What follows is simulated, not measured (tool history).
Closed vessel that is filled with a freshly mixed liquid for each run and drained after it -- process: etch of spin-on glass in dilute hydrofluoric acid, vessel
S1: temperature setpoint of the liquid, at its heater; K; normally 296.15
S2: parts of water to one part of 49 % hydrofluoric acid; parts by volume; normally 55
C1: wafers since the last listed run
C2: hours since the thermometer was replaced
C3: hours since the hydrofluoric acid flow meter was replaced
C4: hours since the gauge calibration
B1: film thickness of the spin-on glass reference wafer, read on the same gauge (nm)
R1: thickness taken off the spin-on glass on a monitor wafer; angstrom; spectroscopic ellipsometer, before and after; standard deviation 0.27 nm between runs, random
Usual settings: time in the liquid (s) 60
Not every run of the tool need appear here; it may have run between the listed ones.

run 1 hour=0 | S1=296.15 S2=55 time_in_the_liquid_(s)=60 | C1=0 C2=509 C3=1520.5 C4=465.3 | B1=109.99 | R1=488.5
-- hour=16.3 gauge calibrated
run 2 hour=64.4 | S1=296.15 S2=55 time_in_the_liquid_(s)=60 | C1=3926 C2=573.4 C3=1584.9 C4=48.1 | B1=110.03 | R1=488.1
run 3 hour=77.1 | S1=296.15 S2=55 time_in_the_liquid_(s)=60 | C1=774 C2=586.1 C3=1597.6 C4=60.8 | B1=109.98 | R1=483.9
run 4 hour=106.5 | S1=296.15 S2=55 time_in_the_liquid_(s)=60 | C1=1792 C2=615.5 C3=1627 C4=90.2 | B1=109.97 | R1=487
run 5 hour=140.2 | S1=296.15 S2=55 time_in_the_liquid_(s)=60 | C1=2054 C2=649.2 C3=1660.7 C4=123.9 | B1=109.99 | R1=486.6
run 6 hour=164.5 | S1=296.15 S2=55 time_in_the_liquid_(s)=60 | C1=1481 C2=673.5 C3=1685 C4=148.2 | B1=110.01 | R1=483
run 7 hour=195.6 | S1=296.15 S2=35 time_in_the_liquid_(s)=60 | C1=1896 C2=704.6 C3=1716.1 C4=179.3 | B1=110.03 | R1=784.9
run 8 hour=228 | S1=296.15 S2=45 time_in_the_liquid_(s)=60 | C1=1975 C2=737 C3=1748.5 C4=211.7 | B1=110.04 | R1=599.3
-- hour=246.3 hydrofluoric acid flow meter replaced
run 9 hour=251.3 | S1=296.15 S2=45 time_in_the_liquid_(s)=60 | C1=1359 C2=760.3 C3=5 C4=235 | B1=109.97 | R1=631.5
run 10 hour=279 | S1=296.15 S2=55 time_in_the_liquid_(s)=40 | C1=1688 C2=788 C3=32.7 C4=262.7 | B1=109.99 | R1=344.6
run 11 hour=298.8 | S1=296.15 S2=55 time_in_the_liquid_(s)=40 | C1=1207 C2=807.8 C3=52.5 C4=282.5 | B1=110.01 | R1=343.4
-- hour=313.3 thermometer replaced
run 12 hour=334.4 | S1=296.15 S2=55 time_in_the_liquid_(s)=40 | C1=2109 C2=21.1 C3=88.1 C4=318.1 | B1=110 | R1=341.7
run 13 hour=351.4 | S1=299.65 S2=55 time_in_the_liquid_(s)=75 | C1=1036 C2=38.1 C3=105.1 C4=335.1 | B1=110 | R1=743.9
-- hour=378.5 gauge calibrated
run 14 hour=379 | S1=293.65 S2=80 time_in_the_liquid_(s)=60 | C1=1682 C2=65.7 C3=132.7 C4=0.5 | B1=109.98 | R1=306.3
run 15 hour=399.7 | S1=298.15 S2=55 time_in_the_liquid_(s)=60 | C1=1262 C2=86.4 C3=153.4 C4=21.2 | B1=110.03 | R1=556.5
run 16 hour=420 | S1=294.65 S2=55 time_in_the_liquid_(s)=60 | C1=1237 C2=106.7 C3=173.7 C4=41.5 | B1=109.99 | R1=484.1
run 17 hour=436.2 | S1=296.15 S2=55 time_in_the_liquid_(s)=60 | C1=987 C2=122.9 C3=189.9 C4=57.7 | B1=110.01 | R1=519.3
run 18 hour=455.3 | S1=296.15 S2=55 time_in_the_liquid_(s)=60 | C1=1164 C2=142 C3=209 C4=76.8 | B1=110.01 | R1=513.3
run 19 hour=479.5 | S1=296.15 S2=45 time_in_the_liquid_(s)=60 | C1=1475 C2=166.2 C3=233.2 C4=101 | B1=109.99 | R1=630.6
run 20 hour=513.5 | S1=299.65 S2=55 time_in_the_liquid_(s)=60 | C1=2072 C2=200.2 C3=267.2 C4=135 | B1=110 | R1=582.3
run 21 hour=544.9 | S1=292.15 S2=70 time_in_the_liquid_(s)=60 | C1=1914 C2=231.6 C3=298.6 C4=166.4 | B1=110.01 | R1=331.7
run 22 hour=557.9 | S1=300.15 S2=55 time_in_the_liquid_(s)=50 | C1=792 C2=244.6 C3=311.6 C4=179.4 | B1=110.03 | R1=503.5
run 23 hour=570.6 | S1=298.15 S2=75 time_in_the_liquid_(s)=90 | C1=774 C2=257.3 C3=324.3 C4=192.1 | B1=110.02 | R1=599.9
run 24 hour=610 | S1=296.15 S2=55 time_in_the_liquid_(s)=60 | C1=2402 C2=296.7 C3=363.7 C4=231.5 | B1=110.01 | R1=509.7

Alternative continuations, all from the tool just after run 24; predict every row:
run A hour=610.7 | S1=296.15 S2=55 time_in_the_liquid_(s)=60 | C1=42 C2=297.4 C3=364.4 C4=232.2 | B1=? | R1=?
run B hour=610.7 | S1=301.15 S2=65 time_in_the_liquid_(s)=75 | C1=42 C2=297.4 C3=364.4 C4=232.2 | B1=? | R1=?
run C hour=610.7 | S1=297.65 S2=45 time_in_the_liquid_(s)=45 | C1=42 C2=297.4 C3=364.4 C4=232.2 | B1=? | R1=?

run=A B1=109.96 R1=504.1
run=B B1=109.96 R1=643.4
run=C B1=109.96 R1=498.1
The same runs, with their run-to-run variation unchanged, on a tool lacking any hidden condition would have given:
run=A R1=511
run=B R1=652.4
run=C R1=504.9

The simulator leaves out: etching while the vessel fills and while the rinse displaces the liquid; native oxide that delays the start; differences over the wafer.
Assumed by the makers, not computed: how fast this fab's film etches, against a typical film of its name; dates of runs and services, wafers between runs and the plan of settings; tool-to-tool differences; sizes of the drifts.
